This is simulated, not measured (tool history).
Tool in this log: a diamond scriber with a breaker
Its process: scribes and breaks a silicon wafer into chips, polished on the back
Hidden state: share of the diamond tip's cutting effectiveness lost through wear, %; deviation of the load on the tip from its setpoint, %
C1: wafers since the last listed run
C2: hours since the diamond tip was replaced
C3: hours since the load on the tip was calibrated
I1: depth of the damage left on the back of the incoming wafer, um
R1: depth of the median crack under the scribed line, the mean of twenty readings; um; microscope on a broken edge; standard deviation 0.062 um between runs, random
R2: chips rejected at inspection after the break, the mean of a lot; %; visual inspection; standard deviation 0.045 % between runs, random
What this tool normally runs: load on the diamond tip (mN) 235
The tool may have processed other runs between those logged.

run 1 hour=0.0 | load_on_the_diamond_tip_(mN)=235 | C1=0 C2=137.9 C3=1325.2 | I1=0.04 | R1=13.64 R2=0.94
run 2 hour=8.3 | load_on_the_diamond_tip_(mN)=235 | C1=24 C2=146.2 C3=1333.5 | I1=0.02 | R1=13.66 R2=0.95
run 3 hour=15.6 | load_on_the_diamond_tip_(mN)=191 | C1=21 C2=153.5 C3=1340.8 | I1=0.04 | R1=12.21 R2=2.89
run 4 hour=28.4 | load_on_the_diamond_tip_(mN)=235 | C1=37 C2=166.3 C3=1353.6 | I1=0.02 | R1=13.65 R2=1.05
run 5 hour=40.7 | load_on_the_diamond_tip_(mN)=235 | C1=36 C2=178.6 C3=1365.9 | I1=0.02 | R1=13.56 R2=1.03
run 6 hour=49.7 | load_on_the_diamond_tip_(mN)=253 | C1=26 C2=187.6 C3=1374.9 | I1=0.01 | R1=13.97 R2=1.02
run 7 hour=63.7 | load_on_the_diamond_tip_(mN)=218 | C1=41 C2=201.6 C3=1388.9 | I1=0.02 | R1=12.91 R2=1.57
-- hour=71.3 diamond tip replaced by a new one
run 8 hour=77.5 | load_on_the_diamond_tip_(mN)=218 | C1=34 C2=6.2 C3=1402.7 | I1=0.04 | R1=13.73 R2=1.02
run 9 hour=89.7 | load_on_the_diamond_tip_(mN)=218 | C1=35 C2=18.4 C3=1414.9 | I1=0.04 | R1=13.51 R2=0.94
run 10 hour=96.9 | load_on_the_diamond_tip_(mN)=186 | C1=21 C2=25.6 C3=1422.1 | I1=0.02 | R1=12.57 R2=2.19
run 11 hour=112.0 | load_on_the_diamond_tip_(mN)=276 | C1=44 C2=40.7 C3=1437.2 | I1=0.01 | R1=15.50 R2=2.97
run 12 hour=119.2 | load_on_the_diamond_tip_(mN)=276 | C1=21 C2=47.9 C3=1444.4 | I1=0.01 | R1=15.38 R2=3.09
run 13 hour=131.1 | load_on_the_diamond_tip_(mN)=276 | C1=35 C2=59.8 C3=1456.3 | I1=0.02 | R1=15.37 R2=3.01
run 14 hour=137.7 | load_on_the_diamond_tip_(mN)=235 | C1=19 C2=66.4 C3=1462.9 | I1=0.04 | R1=14.23 R2=1.11
run 15 hour=144.6 | load_on_the_diamond_tip_(mN)=235 | C1=20 C2=73.3 C3=1469.8 | I1=0.05 | R1=14.15 R2=1.12
run 16 hour=153.4 | load_on_the_diamond_tip_(mN)=235 | C1=25 C2=82.1 C3=1478.6 | I1=0.03 | R1=14.09 R2=1.05
run 17 hour=160.6 | load_on_the_diamond_tip_(mN)=235 | C1=21 C2=89.3 C3=1485.8 | I1=0.02 | R1=14.09 R2=0.97
run 18 hour=166.6 | load_on_the_diamond_tip_(mN)=201 | C1=17 C2=95.3 C3=1491.8 | I1=0.02 | R1=12.97 R2=1.26
run 19 hour=178.9 | load_on_the_diamond_tip_(mN)=300 | C1=36 C2=107.6 C3=1504.1 | I1=0.03 | R1=15.95 R2=4.77
run 20 hour=190.8 | load_on_the_diamond_tip_(mN)=295 | C1=35 C2=119.5 C3=1516.0 | I1=0.03 | R1=15.73 R2=4.08
run 21 hour=206.7 | load_on_the_diamond_tip_(mN)=235 | C1=46 C2=135.4 C3=1531.9 | I1=0.04 | R1=13.96 R2=1.04
run 22 hour=224.7 | load_on_the_diamond_tip_(mN)=260 | C1=53 C2=153.4 C3=1549.9 | I1=0.05 | R1=14.66 R2=1.67
run 23 hour=239.0 | load_on_the_diamond_tip_(mN)=235 | C1=42 C2=167.7 C3=1564.2 | I1=0.05 | R1=13.84 R2=0.95
run 24 hour=254.3 | load_on_the_diamond_tip_(mN)=212 | C1=45 C2=183.0 C3=1579.5 | I1=0.04 | R1=12.92 R2=1.37
run 25 hour=288.5 | load_on_the_diamond_tip_(mN)=256 | C1=100 C2=217.2 C3=1613.7 | I1=0.03 | R1=14.14 R2=1.04
run 26 hour=296.8 | load_on_the_diamond_tip_(mN)=183 | C1=24 C2=225.5 C3=1622.0 | I1=0.03 | R1=11.82 R2=4.15
-- hour=307.6 diamond tip replaced by a new one
run 27 hour=308.1 | load_on_the_diamond_tip_(mN)=235 | C1=27 C2=0.5 C3=1633.3 | I1=0.05 | R1=14.38 R2=1.34
-- hour=321.7 load on the tip recalibrated
run 28 hour=325.8 | load_on_the_diamond_tip_(mN)=214 | C1=46 C2=18.2 C3=4.1 | I1=0.02 | R1=12.96 R2=1.47
run 29 hour=359.4 | load_on_the_diamond_tip_(mN)=265 | C1=98 C2=51.8 C3=37.7 | I1=0.03 | R1=14.37 R2=1.36
run 30 hour=371.3 | load_on_the_diamond_tip_(mN)=217 | C1=35 C2=63.7 C3=49.6 | I1=0.01 | R1=12.93 R2=1.44
run 31 hour=381.0 | load_on_the_diamond_tip_(mN)=235 | C1=28 C2=73.4 C3=59.3 | I1=0.03 | R1=13.50 R2=1.04
run 32 hour=390.7 | load_on_the_diamond_tip_(mN)=298 | C1=28 C2=83.1 C3=69.0 | I1=0.01 | R1=15.30 R2=2.98
run 33 hour=400.2 | load_on_the_diamond_tip_(mN)=187 | C1=27 C2=92.6 C3=78.5 | I1=0.04 | R1=11.98 R2=3.73
run 34 hour=407.1 | load_on_the_diamond_tip_(mN)=257 | C1=20 C2=99.5 C3=85.4 | I1=0.05 | R1=14.02 R2=1.08
run 35 hour=417.6 | load_on_the_diamond_tip_(mN)=235 | C1=30 C2=110.0 C3=95.9 | I1=0.04 | R1=13.35 R2=0.97
run 36 hour=434.2 | load_on_the_diamond_tip_(mN)=175 | C1=48 C2=126.6 C3=112.5 | I1=0.04 | R1=11.44 R2=5.61
run 37 hour=450.5 | load_on_the_diamond_tip_(mN)=258 | C1=48 C2=142.9 C3=128.8 | I1=0.02 | R1=13.92 R2=1.00
run 38 hour=457.0 | load_on_the_diamond_tip_(mN)=302 | C1=19 C2=149.4 C3=135.3 | I1=0.02 | R1=15.06 R2=2.61
run 39 hour=472.9 | load_on_the_diamond_tip_(mN)=275 | C1=46 C2=165.3 C3=151.2 | I1=0.02 | R1=14.28 R2=1.18
run 40 hour=489.5 | load_on_the_diamond_tip_(mN)=272 | C1=48 C2=181.9 C3=167.8 | I1=0.02 | R1=14.06 R2=1.15
run 41 hour=503.6 | load_on_the_diamond_tip_(mN)=190 | C1=41 C2=196.0 C3=181.9 | I1=0.05 | R1=11.69 R2=5.23
run 42 hour=510.7 | load_on_the_diamond_tip_(mN)=177 | C1=20 C2=203.1 C3=189.0 | I1=0.04 | R1=11.17 R2=7.13

Branching from run 42: 4 alternative next runs. What would each branch give?
run A hour=511.2 | load_on_the_diamond_tip_(mN)=294 | C1=1 C2=203.6 C3=189.5 | I1=0.03 | R1=? R2=?
run B hour=511.2 | load_on_the_diamond_tip_(mN)=195 | C1=1 C2=203.6 C3=189.5 | I1=0.03 | R1=? R2=?
run C hour=511.2 | load_on_the_diamond_tip_(mN)=287 | C1=1 C2=203.6 C3=189.5 | I1=0.03 | R1=? R2=?
run D hour=511.2 | load_on_the_diamond_tip_(mN)=170 | C1=1 C2=203.6 C3=189.5 | I1=0.03 | R1=? R2=?

run=A R1=14.46 R2=1.50
run=B R1=11.69 R2=4.72
run=C R1=14.27 R2=1.29
run=D R1=10.94 R2=8.44
Without the tool's hidden state the same runs would have given:
run=A R1=15.38 R2=3.17
run=B R1=12.43 R2=2.37
run=C R1=15.18 R2=2.72
run=D R1=11.63 R2=4.96

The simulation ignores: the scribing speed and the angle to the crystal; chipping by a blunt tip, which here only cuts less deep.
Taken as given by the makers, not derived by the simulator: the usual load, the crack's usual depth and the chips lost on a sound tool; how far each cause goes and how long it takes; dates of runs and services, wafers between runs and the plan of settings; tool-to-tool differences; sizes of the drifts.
